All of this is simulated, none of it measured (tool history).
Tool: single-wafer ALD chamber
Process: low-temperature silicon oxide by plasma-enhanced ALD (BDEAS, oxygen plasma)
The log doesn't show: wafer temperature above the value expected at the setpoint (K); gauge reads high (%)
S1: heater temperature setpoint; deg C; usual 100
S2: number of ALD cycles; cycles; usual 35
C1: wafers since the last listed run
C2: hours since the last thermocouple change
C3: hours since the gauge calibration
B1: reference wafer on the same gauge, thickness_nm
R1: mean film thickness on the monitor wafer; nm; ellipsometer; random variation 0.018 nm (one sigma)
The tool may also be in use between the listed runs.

{"run": 1, "hour": 0.0, "S1": 100, "S2": 35, "C1": 0, "C2": 350.3, "C3": 406.4, "B1": 4.402, "R1": 5.392}
{"run": 2, "hour": 26.9, "S1": 100, "S2": 35, "C1": 200, "C2": 377.2, "C3": 433.3, "B1": 4.4, "R1": 5.361}
{"run": 3, "hour": 46.9, "S1": 100, "S2": 35, "C1": 148, "C2": 397.2, "C3": 453.3, "B1": 4.398, "R1": 5.399}
{"run": 4, "hour": 73.6, "S1": 100, "S2": 30, "C1": 198, "C2": 423.9, "C3": 480.0, "B1": 4.395, "R1": 4.64}
{"run": 5, "hour": 95.7, "S1": 100, "S2": 30, "C1": 164, "C2": 446.0, "C3": 502.1, "B1": 4.398, "R1": 4.633}
{"run": 6, "hour": 128.1, "S1": 96, "S2": 32, "C1": 241, "C2": 478.4, "C3": 534.5, "B1": 4.404, "R1": 5.003}
{"hour": 136.4, "done": "gauge calibrated"}
{"run": 7, "hour": 162.2, "S1": 88, "S2": 35, "C1": 253, "C2": 512.5, "C3": 25.8, "B1": 4.402, "R1": 5.586}
{"run": 8, "hour": 186.1, "S1": 88, "S2": 35, "C1": 177, "C2": 536.4, "C3": 49.7, "B1": 4.402, "R1": 5.617}
{"run": 9, "hour": 208.3, "S1": 100, "S2": 35, "C1": 165, "C2": 558.6, "C3": 71.9, "B1": 4.4, "R1": 5.382}
{"run": 10, "hour": 226.5, "S1": 100, "S2": 35, "C1": 135, "C2": 576.8, "C3": 90.1, "B1": 4.404, "R1": 5.367}
{"run": 11, "hour": 258.1, "S1": 100, "S2": 35, "C1": 235, "C2": 608.4, "C3": 121.7, "B1": 4.403, "R1": 5.421}
{"run": 12, "hour": 283.2, "S1": 100, "S2": 31, "C1": 186, "C2": 633.5, "C3": 146.8, "B1": 4.396, "R1": 4.77}
{"run": 13, "hour": 295.6, "S1": 100, "S2": 35, "C1": 92, "C2": 645.9, "C3": 159.2, "B1": 4.396, "R1": 5.445}
{"run": 14, "hour": 307.9, "S1": 100, "S2": 35, "C1": 91, "C2": 658.2, "C3": 171.5, "B1": 4.395, "R1": 5.405}
{"run": 15, "hour": 326.2, "S1": 100, "S2": 35, "C1": 136, "C2": 676.5, "C3": 189.8, "B1": 4.404, "R1": 5.397}
{"run": 16, "hour": 347.0, "S1": 100, "S2": 35, "C1": 154, "C2": 697.3, "C3": 210.6, "B1": 4.401, "R1": 5.367}
{"run": 17, "hour": 375.0, "S1": 100, "S2": 35, "C1": 208, "C2": 725.3, "C3": 238.6, "B1": 4.402, "R1": 5.374}
{"run": 18, "hour": 403.1, "S1": 100, "S2": 35, "C1": 209, "C2": 753.4, "C3": 266.7, "B1": 4.4, "R1": 5.406}
{"run": 19, "hour": 423.8, "S1": 100, "S2": 37, "C1": 154, "C2": 774.1, "C3": 287.4, "B1": 4.4, "R1": 5.753}
{"run": 20, "hour": 456.7, "S1": 100, "S2": 35, "C1": 245, "C2": 807.0, "C3": 320.3, "B1": 4.402, "R1": 5.441}
{"run": 21, "hour": 481.7, "S1": 100, "S2": 35, "C1": 186, "C2": 832.0, "C3": 345.3, "B1": 4.4, "R1": 5.417}
{"run": 22, "hour": 513.8, "S1": 100, "S2": 35, "C1": 239, "C2": 864.1, "C3": 377.4, "B1": 4.398, "R1": 5.414}
{"run": 23, "hour": 564.4, "S1": 113, "S2": 37, "C1": 376, "C2": 914.7, "C3": 428.0, "B1": 4.4, "R1": 5.548}
{"run": 24, "hour": 583.5, "S1": 100, "S2": 35, "C1": 142, "C2": 933.8, "C3": 447.1, "B1": 4.4, "R1": 5.403}
{"run": 25, "hour": 597.7, "S1": 87, "S2": 38, "C1": 105, "C2": 948.0, "C3": 461.3, "B1": 4.4, "R1": 6.149}
{"run": 26, "hour": 620.5, "S1": 108, "S2": 41, "C1": 169, "C2": 970.8, "C3": 484.1, "B1": 4.4, "R1": 6.219}
{"run": 27, "hour": 655.4, "S1": 104, "S2": 33, "C1": 259, "C2": 1005.7, "C3": 519.0, "B1": 4.4, "R1": 5.02}
{"hour": 668.0, "done": "gauge calibrated"}
{"run": 28, "hour": 687.8, "S1": 88, "S2": 41, "C1": 241, "C2": 1038.1, "C3": 19.8, "B1": 4.401, "R1": 6.592}
{"run": 29, "hour": 710.8, "S1": 100, "S2": 28, "C1": 171, "C2": 1061.1, "C3": 42.8, "B1": 4.403, "R1": 4.316}
{"run": 30, "hour": 741.4, "S1": 96, "S2": 35, "C1": 227, "C2": 1091.7, "C3": 73.4, "B1": 4.396, "R1": 5.462}
{"run": 31, "hour": 756.5, "S1": 91, "S2": 41, "C1": 112, "C2": 1106.8, "C3": 88.5, "B1": 4.397, "R1": 6.58}
{"run": 32, "hour": 790.5, "S1": 113, "S2": 37, "C1": 253, "C2": 1140.8, "C3": 122.5, "B1": 4.404, "R1": 5.559}
{"hour": 800.8, "done": "thermocouple changed; heater temperature recalibrated"}
{"run": 33, "hour": 810.0, "S1": 100, "S2": 29, "C1": 85, "C2": 9.2, "C3": 142.0, "B1": 4.401, "R1": 4.417}
{"run": 34, "hour": 822.1, "S1": 111, "S2": 35, "C1": 90, "C2": 21.3, "C3": 154.1, "B1": 4.4, "R1": 5.233}
{"run": 35, "hour": 848.9, "S1": 100, "S2": 35, "C1": 199, "C2": 48.1, "C3": 180.9, "B1": 4.397, "R1": 5.347}
{"run": 36, "hour": 882.8, "S1": 100, "S2": 35, "C1": 252, "C2": 82.0, "C3": 214.8, "B1": 4.398, "R1": 5.328}
{"run": 37, "hour": 900.4, "S1": 100, "S2": 38, "C1": 131, "C2": 99.6, "C3": 232.4, "B1": 4.399, "R1": 5.795}
{"run": 38, "hour": 920.0, "S1": 100, "S2": 35, "C1": 145, "C2": 119.2, "C3": 252.0, "B1": 4.405, "R1": 5.313}
{"run": 39, "hour": 940.0, "S1": 93, "S2": 35, "C1": 148, "C2": 139.2, "C3": 272.0, "B1": 4.395, "R1": 5.478}
{"run": 40, "hour": 976.0, "S1": 100, "S2": 35, "C1": 268, "C2": 175.2, "C3": 308.0, "B1": 4.404, "R1": 5.382}
{"run": 41, "hour": 1005.7, "S1": 85, "S2": 29, "C1": 221, "C2": 204.9, "C3": 337.7, "B1": 4.399, "R1": 4.649}
{"run": 42, "hour": 1032.7, "S1": 100, "S2": 42, "C1": 201, "C2": 231.9, "C3": 364.7, "B1": 4.4, "R1": 6.418}
{"run": 43, "hour": 1045.3, "S1": 100, "S2": 35, "C1": 93, "C2": 244.5, "C3": 377.3, "B1": 4.399, "R1": 5.388}
{"run": 44, "hour": 1078.9, "S1": 113, "S2": 33, "C1": 250, "C2": 278.1, "C3": 410.9, "B1": 4.399, "R1": 4.915}
{"run": 45, "hour": 1094.7, "S1": 106, "S2": 42, "C1": 117, "C2": 293.9, "C3": 426.7, "B1": 4.4, "R1": 6.364}

Forecast each of these 5 alternatives for the next run:
{"run": "A", "hour": 1095.2, "S1": 109, "S2": 35, "C1": 3, "C2": 294.4, "C3": 427.2, "B1": "?", "R1": "?"}
{"run": "B", "hour": 1095.2, "S1": 86, "S2": 35, "C1": 3, "C2": 294.4, "C3": 427.2, "B1": "?", "R1": "?"}
{"run": "C", "hour": 1095.2, "S1": 108, "S2": 35, "C1": 3, "C2": 294.4, "C3": 427.2, "B1": "?", "R1": "?"}
{"run": "D", "hour": 1095.2, "S1": 87, "S2": 30, "C1": 3, "C2": 294.4, "C3": 427.2, "B1": "?", "R1": "?"}
{"run": "E", "hour": 1095.2, "S1": 114, "S2": 28, "C1": 3, "C2": 294.4, "C3": 427.2, "B1": "?", "R1": "?"}

run=A B1=4.393 R1=5.286
run=B B1=4.393 R1=5.659
run=C B1=4.393 R1=5.295
run=D B1=4.393 R1=4.835
run=E B1=4.393 R1=4.192
Without the tool's hidden state the same runs would have given:
run=A R1=5.253
run=B R1=5.592
run=C R1=5.262
run=D R1=4.777
run=E R1=4.165
